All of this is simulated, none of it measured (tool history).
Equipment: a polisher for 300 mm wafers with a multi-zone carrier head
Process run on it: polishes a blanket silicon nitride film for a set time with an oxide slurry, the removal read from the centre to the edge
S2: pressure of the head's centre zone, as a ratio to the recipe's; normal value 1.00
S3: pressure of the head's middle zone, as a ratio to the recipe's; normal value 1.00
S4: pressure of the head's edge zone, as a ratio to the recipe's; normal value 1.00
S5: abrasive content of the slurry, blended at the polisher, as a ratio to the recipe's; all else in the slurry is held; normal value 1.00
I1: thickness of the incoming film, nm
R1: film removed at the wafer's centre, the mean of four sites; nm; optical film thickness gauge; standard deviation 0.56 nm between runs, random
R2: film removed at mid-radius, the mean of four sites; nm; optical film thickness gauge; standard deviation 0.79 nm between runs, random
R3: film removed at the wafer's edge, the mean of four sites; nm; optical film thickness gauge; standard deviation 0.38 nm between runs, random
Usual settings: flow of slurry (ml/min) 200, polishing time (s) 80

Run 1, hour 0.0: usual settings but S4 0.91; I1 366.6. Result: R1 58.4 nm, R2 58.6 nm, R3 56.4 nm.
Run 2, hour 12.2: usual settings; I1 367.2. Result: R1 59.3 nm, R2 59.9 nm, R3 58.6 nm.
At hour 59.7: centre zone pressure recalibrated.
Run 3, hour 116.5: usual settings but S3 1.09, polishing time (s) 56; I1 372.4. Result: R1 40.1 nm, R2 44.2 nm, R3 41.2 nm.
At hour 120.8: worn pad replaced by a new one.
Run 4, hour 143.3: usual settings but flow of slurry (ml/min) 170, S3 1.12, S4 0.94, S5 0.75; I1 367.5. Result: R1 47.4 nm, R2 53.7 nm, R3 47.9 nm.
Run 5, hour 162.6: usual settings; I1 375.1. Result: R1 56.7 nm, R2 57.2 nm, R3 58.8 nm.
Run 6, hour 188.6: usual settings but S2 1.04; I1 364.0. Result: R1 59.3 nm, R2 58.3 nm, R3 58.9 nm.
Run 7, hour 218.8: usual settings; I1 367.2. Result: R1 57.3 nm, R2 59.3 nm, R3 58.0 nm.
Run 8, hour 239.3: usual settings but polishing time (s) 71; I1 367.3. Result: R1 50.0 nm, R2 50.2 nm, R3 51.6 nm.
At hour 244.4: slurry nozzle cleaned.
Run 9, hour 266.8: usual settings but S2 0.91, S3 0.90; I1 370.2. Result: R1 50.4 nm, R2 52.1 nm, R3 56.5 nm.
Run 10, hour 297.5: usual settings but flow of slurry (ml/min) 220, S2 1.07; I1 372.0. Result: R1 59.5 nm, R2 56.7 nm, R3 57.5 nm.
At hour 323.3: carrier head's membrane replaced by a new one.
Run 11, hour 323.8: usual settings; I1 367.7. Result: R1 54.5 nm, R2 55.9 nm, R3 56.0 nm.
At hour 331.9: centre zone pressure recalibrated.
Run 12, hour 335.4: usual settings but S2 0.96, S5 1.20, polishing time (s) 60; I1 365.5. Result: R1 42.2 nm, R2 45.1 nm, R3 45.2 nm.
At hour 354.3: worn pad replaced by a new one.
Run 13, hour 360.4: usual settings but S4 1.09, polishing time (s) 91; I1 368.2. Result: R1 61.0 nm, R2 63.2 nm, R3 66.7 nm.
Run 14, hour 373.1: usual settings but S2 0.96, S3 0.90; I1 365.4. Result: R1 51.4 nm, R2 52.0 nm, R3 56.0 nm.
Run 15, hour 450.8: usual settings but S4 1.07, polishing time (s) 88; I1 372.2. Result: R1 58.2 nm, R2 59.5 nm, R3 63.6 nm.
Run 16, hour 467.1: usual settings but S5 1.25; I1 367.5. Result: R1 57.9 nm, R2 60.3 nm, R3 60.8 nm.
At hour 482.7: slurry nozzle cleaned, repeated, since the last time left the tool worse.
At hour 545.5: worn pad replaced by a new one.
Run 17, hour 557.3: usual settings but flow of slurry (ml/min) 245, S2 1.11, S4 1.05; I1 368.5. Result: R1 67.7 nm, R2 63.1 nm, R3 63.0 nm.
Run 18, hour 575.4: usual settings but polishing time (s) 57; I1 372.6. Result: R1 41.9 nm, R2 44.0 nm, R3 42.6 nm.
At hour 591.4: centre zone pressure recalibrated.
Run 19, hour 594.3: usual settings but flow of slurry (ml/min) 155, S5 0.90; I1 371.6. Result: R1 53.5 nm, R2 54.8 nm, R3 54.2 nm.
Run 20, hour 629.1: usual settings but S2 0.93; I1 367.1. Result: R1 54.6 nm, R2 59.8 nm, R3 58.7 nm.
Run 21, hour 663.5: usual settings but S4 0.89; I1 369.4. Result: R1 59.1 nm, R2 60.0 nm, R3 56.1 nm.

Branching from run 21: 4 alternative next runs. What would each branch give?
Run A, hour 664.0: usual settings; I1 367.0. Result: R1 ?, R2 ?, R3 ?.
Run B, hour 664.0: usual settings but flow of slurry (ml/min) 140, S3 1.08, polishing time (s) 103; I1 367.0. Result: R1 ?, R2 ?, R3 ?.
Run C, hour 664.0: usual settings but S5 1.10, polishing time (s) 69; I1 367.0. Result: R1 ?, R2 ?, R3 ?.
Run D, hour 664.0: usual settings but S2 0.90, S4 1.10, polishing time (s) 94; I1 367.0. Result: R1 ?, R2 ?, R3 ?.

run    R1    R2    R3
  A  58.0  60.1  59.9
  B  68.5  76.4  72.8
  C  52.3  54.1  53.9
  D  62.1  70.6  73.8
With the hidden condition removed and each run's random variation left untouched, the same runs would have given:
run    R1    R2    R3
  A  59.1  61.0  60.6
  B  70.3  78.2  74.0
  C  53.2  55.0  54.6
  D  63.2  71.7  74.6

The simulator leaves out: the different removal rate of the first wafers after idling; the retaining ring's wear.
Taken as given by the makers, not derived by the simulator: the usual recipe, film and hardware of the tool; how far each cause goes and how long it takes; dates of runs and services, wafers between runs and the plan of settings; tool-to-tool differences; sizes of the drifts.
